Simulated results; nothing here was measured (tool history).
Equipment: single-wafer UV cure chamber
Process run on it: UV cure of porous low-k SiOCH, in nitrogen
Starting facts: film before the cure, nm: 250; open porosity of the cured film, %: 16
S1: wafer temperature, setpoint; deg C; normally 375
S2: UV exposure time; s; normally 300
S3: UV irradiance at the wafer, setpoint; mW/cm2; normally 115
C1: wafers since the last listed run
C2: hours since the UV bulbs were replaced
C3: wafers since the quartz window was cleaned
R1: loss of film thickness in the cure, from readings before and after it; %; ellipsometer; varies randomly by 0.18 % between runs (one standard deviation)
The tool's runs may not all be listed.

{"run": 1, "hour": 0.0, "S1": 390, "S2": 300, "S3": 115, "C1": 0, "C2": 1082, "C3": 3222, "R1": 10.872}
{"run": 2, "hour": 29.7, "S1": 390, "S2": 300, "S3": 115, "C1": 100, "C2": 1111.7, "C3": 3323, "R1": 10.601}
{"run": 3, "hour": 74.0, "S1": 390, "S2": 300, "S3": 115, "C1": 149, "C2": 1156, "C3": 3472, "R1": 11.011}
{"run": 4, "hour": 121.8, "S1": 375, "S2": 390, "S3": 115, "C1": 161, "C2": 1203.8, "C3": 3634, "R1": 11.382}
{"run": 5, "hour": 189.6, "S1": 375, "S2": 390, "S3": 115, "C1": 229, "C2": 1271.6, "C3": 3863, "R1": 11.428}
{"run": 6, "hour": 251.2, "S1": 375, "S2": 390, "S3": 115, "C1": 208, "C2": 1333.2, "C3": 4071, "R1": 11.448}
{"run": 7, "hour": 277.5, "S1": 384, "S2": 300, "S3": 129, "C1": 88, "C2": 1359.5, "C3": 4160, "R1": 11.006}
{"run": 8, "hour": 318.6, "S1": 384, "S2": 300, "S3": 129, "C1": 138, "C2": 1400.6, "C3": 4299, "R1": 11.141}
{"hour": 331.3, "done": "quartz window cleaned"}
{"run": 9, "hour": 359.6, "S1": 384, "S2": 300, "S3": 129, "C1": 111, "C2": 1441.6, "C3": 95, "R1": 11.129}
{"run": 10, "hour": 392.8, "S1": 375, "S2": 300, "S3": 115, "C1": 112, "C2": 1474.8, "C3": 207, "R1": 10.335}
{"run": 11, "hour": 447.2, "S1": 383, "S2": 400, "S3": 97, "C1": 183, "C2": 1529.2, "C3": 391, "R1": 10.868}
{"run": 12, "hour": 509.8, "S1": 375, "S2": 300, "S3": 139, "C1": 211, "C2": 1591.8, "C3": 603, "R1": 11.024}
{"run": 13, "hour": 573.1, "S1": 364, "S2": 120, "S3": 142, "C1": 213, "C2": 1655.1, "C3": 817, "R1": 7.38}
{"run": 14, "hour": 619.5, "S1": 384, "S2": 300, "S3": 129, "C1": 156, "C2": 1701.5, "C3": 974, "R1": 10.918}
{"run": 15, "hour": 659.3, "S1": 375, "S2": 180, "S3": 132, "C1": 134, "C2": 1741.3, "C3": 1108, "R1": 8.759}
{"hour": 723.4, "done": "UV bulbs replaced"}
{"run": 16, "hour": 728.0, "S1": 387, "S2": 125, "S3": 149, "C1": 205, "C2": 4.6, "C3": 1313, "R1": 9.493}
{"run": 17, "hour": 796.7, "S1": 369, "S2": 440, "S3": 149, "C1": 232, "C2": 73.3, "C3": 1545, "R1": 14.692}
{"run": 18, "hour": 851.5, "S1": 365, "S2": 300, "S3": 86, "C1": 185, "C2": 128.1, "C3": 1731, "R1": 10.415}
{"run": 19, "hour": 898.9, "S1": 375, "S2": 300, "S3": 115, "C1": 160, "C2": 175.5, "C3": 1891, "R1": 11.806}
{"run": 20, "hour": 953.7, "S1": 363, "S2": 180, "S3": 94, "C1": 185, "C2": 230.3, "C3": 2076, "R1": 8.573}

Entry by entry between the runs, the difference in hidden state between the last listed run before and the first listed run after:
Runs 8 to 9: quartz window cleaned (hour 331.3)
  lamp output below its setpoint, %: 34.1 -> 34.3
  the result without the hidden state subtracted from the measured one, R1: -1.842 -> -1.86 %
Runs 15 to 16: UV bulbs replaced (hour 723.4)
  lamp output below its setpoint, %: 35.8 -> 0.458
  the result without the hidden state subtracted from the measured one, R1: -1.829 -> -0.018 %
